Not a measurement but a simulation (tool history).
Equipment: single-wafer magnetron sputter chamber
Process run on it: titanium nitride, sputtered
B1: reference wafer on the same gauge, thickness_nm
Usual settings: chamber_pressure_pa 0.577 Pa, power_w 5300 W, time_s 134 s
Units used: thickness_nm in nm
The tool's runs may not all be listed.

Run 1, hour 0.0: usual settings but chamber_pressure_pa 0.446 Pa; B1 116.755. Result: thickness_nm 121.903 nm.
Run 2, hour 32.3: usual settings but chamber_pressure_pa 0.446 Pa; B1 117.240. Result: thickness_nm 121.521 nm.
Run 3, hour 52.5: usual settings; B1 116.943. Result: thickness_nm 115.786 nm.
Run 4, hour 82.5: usual settings; B1 116.875. Result: thickness_nm 115.110 nm.
Run 5, hour 97.2: usual settings; B1 116.955. Result: thickness_nm 115.293 nm.
At hour 114.9: magnet pack replaced.
At hour 118.6: sputter target and shields replaced.
Run 6, hour 119.1: usual settings but power_w 4400 W; B1 117.148. Result: thickness_nm 98.859 nm.
Run 7, hour 140.2: usual settings but chamber_pressure_pa 0.709 Pa; B1 116.935. Result: thickness_nm 114.591 nm.
Run 8, hour 163.1: usual settings; B1 117.038. Result: thickness_nm 118.733 nm.
Run 9, hour 192.6: usual settings; B1 117.027. Result: thickness_nm 119.492 nm.
Run 10, hour 221.6: usual settings; B1 117.030. Result: thickness_nm 117.035 nm.
Run 11, hour 235.2: usual settings; B1 116.888. Result: thickness_nm 119.711 nm.
Run 12, hour 250.4: usual settings; B1 116.997. Result: thickness_nm 119.946 nm.
Run 13, hour 270.6: usual settings but power_w 4700 W, time_s 152 s; B1 117.098. Result: thickness_nm 117.681 nm.
At hour 278.4: gauge calibrated.
Run 14, hour 296.1: usual settings but chamber_pressure_pa 0.753 Pa; B1 117.040. Result: thickness_nm 111.849 nm.
Run 15, hour 308.2: usual settings; B1 117.149. Result: thickness_nm 118.350 nm.
Run 16, hour 323.4: usual settings; B1 116.890. Result: thickness_nm 118.773 nm.
Run 17, hour 342.5: usual settings but chamber_pressure_pa 0.692 Pa, time_s 108 s; B1 117.103. Result: thickness_nm 91.753 nm.
Run 18, hour 373.2: usual settings but chamber_pressure_pa 0.467 Pa, time_s 147 s; B1 116.879. Result: thickness_nm 136.943 nm.
Run 19, hour 394.9: usual settings; B1 116.769. Result: thickness_nm 118.806 nm.
Run 20, hour 419.8: usual settings but chamber_pressure_pa 0.644 Pa, power_w 4700 W, time_s 144 s; B1 117.012. Result: thickness_nm 110.649 nm.
Run 21, hour 440.4: usual settings but time_s 147 s; B1 117.014. Result: thickness_nm 130.879 nm.
Run 22, hour 483.7: usual settings but chamber_pressure_pa 0.771 Pa, power_w 4300 W, time_s 122 s; B1 116.912. Result: thickness_nm 82.591 nm.
Run 23, hour 497.1: usual settings but chamber_pressure_pa 0.433 Pa, power_w 6100 W; B1 116.784. Result: thickness_nm 142.963 nm.
Run 24, hour 516.9: usual settings but chamber_pressure_pa 0.730 Pa, time_s 109 s; B1 116.820. Result: thickness_nm 91.497 nm.
At hour 539.8: capacitance manometer re-zeroed and calibrated.
Run 25, hour 545.2: usual settings but chamber_pressure_pa 0.652 Pa, power_w 4550 W, time_s 159 s; B1 117.149. Result: thickness_nm 117.184 nm.
Run 26, hour 575.4: usual settings but chamber_pressure_pa 0.451 Pa, time_s 113 s; B1 116.987. Result: thickness_nm 103.231 nm.
Run 27, hour 603.9: usual settings; B1 116.819. Result: thickness_nm 118.202 nm.
Run 28, hour 627.7: usual settings but chamber_pressure_pa 0.356 Pa, time_s 111 s; B1 117.197. Result: thickness_nm 104.194 nm.
Run 29, hour 641.3: usual settings but power_w 5850 W, time_s 159 s; B1 116.939. Result: thickness_nm 152.808 nm.
Run 30, hour 666.3: usual settings; B1 117.191. Result: thickness_nm 117.324 nm.
Run 31, hour 692.2: usual settings but time_s 128 s; B1 116.835. Result: thickness_nm 111.789 nm.
Run 32, hour 724.1: usual settings but chamber_pressure_pa 0.693 Pa, time_s 147 s; B1 116.925. Result: thickness_nm 123.410 nm.
Run 33, hour 755.9: usual settings but chamber_pressure_pa 0.464 Pa, time_s 153 s; B1 117.006. Result: thickness_nm 138.520 nm.
Run 34, hour 784.1: usual settings but time_s 152 s; B1 116.941. Result: thickness_nm 131.732 nm.
Run 35, hour 800.8: usual settings; B1 116.877. Result: thickness_nm 116.332 nm.

What the log doesn't show, run by run:
true argon pressure above the setpoint (%): 0 across all the runs
gauge reads high (%): 0 across all the runs
H1: deposition rate above that of a new target (%)
run       H1
  1    -2.57
  2    -2.75
  3    -2.87
  4    -3.04
  5    -3.13
  6  -0.0775
  7   -0.079
  8  -0.0837
  9  -0.0945
 10   -0.111
 11    -0.12
 12   -0.132
 13   -0.149
 14   -0.175
 15   -0.189
 16   -0.208
 17   -0.233
 18   -0.279
 19   -0.315
 20    -0.36
 21     -0.4
 22   -0.492
 23   -0.523
 24   -0.571
 25   -0.643
 26   -0.726
 27    -0.81
 28   -0.883
 29   -0.927
 30    -1.01
 31     -1.1
 32    -1.22
 33    -1.34
 34    -1.45
 35    -1.52
